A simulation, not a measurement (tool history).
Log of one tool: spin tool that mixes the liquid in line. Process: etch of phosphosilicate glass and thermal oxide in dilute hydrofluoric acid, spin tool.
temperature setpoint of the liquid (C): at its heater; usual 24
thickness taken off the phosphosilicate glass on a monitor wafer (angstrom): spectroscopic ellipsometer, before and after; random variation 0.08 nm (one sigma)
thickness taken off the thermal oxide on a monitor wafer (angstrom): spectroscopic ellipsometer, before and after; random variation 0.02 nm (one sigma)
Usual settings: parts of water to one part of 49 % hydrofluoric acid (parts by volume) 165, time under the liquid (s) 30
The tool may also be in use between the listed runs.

run	day	temperature setpoint of the liquid (C)	parts of water to one part of 49 % hydrofluoric acid (parts by volume)	time under the liquid (s)	read-back film thickness of the phosphosilicate glass reference wafer, read on the same gauge (nm)	read-back film thickness of the thermal oxide reference wafer, read on the same gauge (nm)	thickness taken off the phosphosilicate glass on a monitor wafer (angstrom)	thickness taken off the thermal oxide on a monitor wafer (angstrom)
1	0	24	165	30	150.01	50.006	128	6.41
2	0.329	24	165	30	149.98	50.02	126.8	6.62
3	0.775	24	165	30	149.97	50.008	126.7	6.53
4	1.196	24	165	30	150	49.999	127.6	6.39
5	1.933	24	165	30	150.02	50.027	127.2	6.51
6	2.25	24	105	30	149.99	50.034	215.7	11.03
7	2.521	24	165	30	149.98	50.026	127.4	6.67
8	3.196	24	225	30	149.99	50.002	86.4	4.36
9	3.904	24	225	30	149.98	49.998	86.1	4.38
10	4.338	24	225	30	149.98	50.041	85	4.68
11	4.704	24	200	30	150.02	50.006	100.3	5.26
12	5.046	22	165	30	149.99	49.992	116.6	6.07
# day 5.288: gauge calibrated
13	5.383	27	165	30	150.02	50.014	140.4	7.38
# day 5.917: hydrofluoric acid flow meter replaced
14	6.121	24	105	30	150.02	49.998	244.1	12.37
15	6.442	21	165	30	150.05	49.958	129.5	6.69
# day 6.833: thermometer replaced
16	7.088	24	115	30	150.02	50.004	222.3	11.19
17	7.575	20.5	105	20	150.01	50.049	142.9	7.05
18	8.008	24	165	30	149.99	50.004	145.2	7.67
19	8.454	24	165	30	149.98	49.982	144.5	7.69
20	8.788	24	225	30	149.98	50.037	99.5	4.9
21	9.212	24	215	20	150.01	49.989	69.6	3.49
22	9.929	24	165	15	150.05	49.963	72.2	3.58

Forecast each of these 5 alternatives for the next run:
A	9.946	24	220	30	?	?	?	?
B	9.946	24	240	15	?	?	?	?
C	9.946	27.5	105	30	?	?	?	?
D	9.946	19.5	125	45	?	?	?	?
E	9.946	28	220	40	?	?	?	?

run	read-back film thickness of the phosphosilicate glass reference wafer, read on the same gauge (nm)	read-back film thickness of the thermal oxide reference wafer, read on the same gauge (nm)	thickness taken off the phosphosilicate glass on a monitor wafer (angstrom)	thickness taken off the thermal oxide on a monitor wafer (angstrom)
A	150	50.003	102.1	5.22
B	150	50.003	45.8	2.34
C	150	50.003	279.4	14.27
D	150	50.003	250.9	12.82
E	150	50.003	157	8.02
Without the tool's hidden state the same runs would have given:
run	thickness taken off the phosphosilicate glass on a monitor wafer (angstrom)	thickness taken off the thermal oxide on a monitor wafer (angstrom)
A	103.6	5.29
B	46.5	2.38
C	283.1	14.46
D	254.2	12.99
E	159.3	8.14

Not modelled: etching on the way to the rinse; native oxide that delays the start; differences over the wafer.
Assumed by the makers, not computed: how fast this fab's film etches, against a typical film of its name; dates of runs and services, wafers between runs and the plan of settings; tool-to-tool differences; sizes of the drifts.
